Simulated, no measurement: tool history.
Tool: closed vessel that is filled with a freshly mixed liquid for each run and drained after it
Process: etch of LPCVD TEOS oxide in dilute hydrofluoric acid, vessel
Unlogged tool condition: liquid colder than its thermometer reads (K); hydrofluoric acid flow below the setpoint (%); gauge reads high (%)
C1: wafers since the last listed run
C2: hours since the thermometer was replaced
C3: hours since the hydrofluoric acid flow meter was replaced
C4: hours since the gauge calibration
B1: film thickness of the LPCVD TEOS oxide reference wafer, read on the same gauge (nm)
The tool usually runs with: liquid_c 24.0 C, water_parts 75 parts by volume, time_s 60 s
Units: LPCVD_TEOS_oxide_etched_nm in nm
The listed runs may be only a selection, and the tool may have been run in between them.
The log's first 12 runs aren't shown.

Run 13, hour 602.8: usual settings but time_s 85 s; C1 4236; C2 2406.6; C3 608.6; C4 906.2; B1 80.01. Result: LPCVD_TEOS_oxide_etched_nm 48.21 nm.
Run 14, hour 650.5: usual settings but liquid_c 22.0 C; C1 5645; C2 2454.3; C3 656.3; C4 953.9; B1 80.01. Result: LPCVD_TEOS_oxide_etched_nm 31.12 nm.
Run 15, hour 684.5: usual settings but liquid_c 22.0 C; C1 4023; C2 2488.3; C3 690.3; C4 987.9; B1 80.00. Result: LPCVD_TEOS_oxide_etched_nm 31.33 nm.
Run 16, hour 734.4: usual settings but liquid_c 19.5 C; C1 5905; C2 2538.2; C3 740.2; C4 1037.8; B1 80.03. Result: LPCVD_TEOS_oxide_etched_nm 27.90 nm.
Run 17, hour 772.9: usual settings; C1 4556; C2 2576.7; C3 778.7; C4 1076.3; B1 79.99. Result: LPCVD_TEOS_oxide_etched_nm 33.24 nm.
Run 18, hour 809.8: usual settings; C1 4366; C2 2613.6; C3 815.6; C4 1113.2; B1 80.02. Result: LPCVD_TEOS_oxide_etched_nm 33.56 nm.
Run 19, hour 855.6: usual settings but liquid_c 22.0 C, water_parts 95 parts by volume, time_s 95 s; C1 5420; C2 2659.4; C3 861.4; C4 1159.0; B1 80.00. Result: LPCVD_TEOS_oxide_etched_nm 37.40 nm.
Run 20, hour 907.8: usual settings but liquid_c 19.5 C, water_parts 65 parts by volume, time_s 90 s; C1 6177; C2 2711.6; C3 913.6; C4 1211.2; B1 79.97. Result: LPCVD_TEOS_oxide_etched_nm 48.01 nm.
At hour 911.2: thermometer replaced.
Run 21, hour 951.1: usual settings but liquid_c 26.0 C; C1 5005; C2 39.9; C3 956.9; C4 1254.5; B1 80.01. Result: LPCVD_TEOS_oxide_etched_nm 38.96 nm.
Run 22, hour 999.0: usual settings but liquid_c 26.5 C, water_parts 90 parts by volume, time_s 90 s; C1 5668; C2 87.8; C3 1004.8; C4 1302.4; B1 79.99. Result: LPCVD_TEOS_oxide_etched_nm 48.98 nm.
Run 23, hour 1064.1: usual settings but liquid_c 22.5 C, water_parts 60 parts by volume; C1 7704; C2 152.9; C3 1069.9; C4 1367.5; B1 80.01. Result: LPCVD_TEOS_oxide_etched_nm 42.61 nm.
Run 24, hour 1120.9: usual settings but liquid_c 19.5 C, water_parts 100 parts by volume, time_s 50 s; C1 6721; C2 209.7; C3 1126.7; C4 1424.3; B1 80.00. Result: LPCVD_TEOS_oxide_etched_nm 17.83 nm.
At hour 1168.9: hydrofluoric acid flow meter replaced.
Run 25, hour 1172.4: usual settings but water_parts 40 parts by volume, time_s 95 s; C1 5976; C2 261.2; C3 3.5; C4 1475.8; B1 80.01. Result: LPCVD_TEOS_oxide_etched_nm 117.80 nm.
At hour 1199.9: gauge calibrated.
Run 26, hour 1229.2: usual settings but liquid_c 26.0 C, water_parts 95 parts by volume, time_s 80 s; C1 6721; C2 318.0; C3 60.3; C4 29.3; B1 80.00. Result: LPCVD_TEOS_oxide_etched_nm 41.89 nm.
Run 27, hour 1292.4: usual settings; C1 7479; C2 381.2; C3 123.5; C4 92.5; B1 80.04. Result: LPCVD_TEOS_oxide_etched_nm 37.37 nm.
Run 28, hour 1361.4: usual settings; C1 8165; C2 450.2; C3 192.5; C4 161.5; B1 79.95. Result: LPCVD_TEOS_oxide_etched_nm 37.49 nm.
Run 29, hour 1392.6: usual settings but liquid_c 26.5 C, water_parts 55 parts by volume, time_s 40 s; C1 3692; C2 481.4; C3 223.7; C4 192.7; B1 79.97. Result: LPCVD_TEOS_oxide_etched_nm 38.22 nm.
Run 30, hour 1463.3: usual settings but liquid_c 27.5 C, time_s 70 s; C1 8366; C2 552.1; C3 294.4; C4 263.4; B1 79.98. Result: LPCVD_TEOS_oxide_etched_nm 50.01 nm.
Run 31, hour 1642.7: usual settings; C1 21231; C2 731.5; C3 473.8; C4 442.8; B1 80.00. Result: LPCVD_TEOS_oxide_etched_nm 36.36 nm.
Run 32, hour 1708.2: usual settings but time_s 30 s; C1 7751; C2 797.0; C3 539.3; C4 508.3; B1 80.02. Result: LPCVD_TEOS_oxide_etched_nm 18.10 nm.

5 options for the next run, each taken on its own from the tool as it stands now. Forecast them:
Run A, hour 1708.9: usual settings; C1 82; C2 797.7; C3 540.0; C4 509.0; B1 ?. Result: LPCVD_TEOS_oxide_etched_nm ?.
Run B, hour 1708.9: usual settings but liquid_c 28.0 C, water_parts 100 parts by volume; C1 82; C2 797.7; C3 540.0; C4 509.0; B1 ?. Result: LPCVD_TEOS_oxide_etched_nm ?.
Run C, hour 1708.9: usual settings but liquid_c 25.5 C, time_s 40 s; C1 82; C2 797.7; C3 540.0; C4 509.0; B1 ?. Result: LPCVD_TEOS_oxide_etched_nm ?.
Run D, hour 1708.9: usual settings but liquid_c 28.5 C, water_parts 85 parts by volume, time_s 75 s; C1 82; C2 797.7; C3 540.0; C4 509.0; B1 ?. Result: LPCVD_TEOS_oxide_etched_nm ?.
Run E, hour 1708.9: usual settings but liquid_c 20.0 C, water_parts 110 parts by volume, time_s 80 s; C1 82; C2 797.7; C3 540.0; C4 509.0; B1 ?. Result: LPCVD_TEOS_oxide_etched_nm ?.

run     B1  LPCVD_TEOS_oxide_etched_nm
  A  80.01                       36.62
  B  80.01                       31.11
  C  80.01                       25.93
  D  80.01                       47.62
  E  80.01                       27.12
Without the tool's hidden state the same runs would have given:
run  LPCVD_TEOS_oxide_etched_nm
  A                       39.21
  B                       33.30
  C                       27.76
  D                       50.96
  E                       29.07
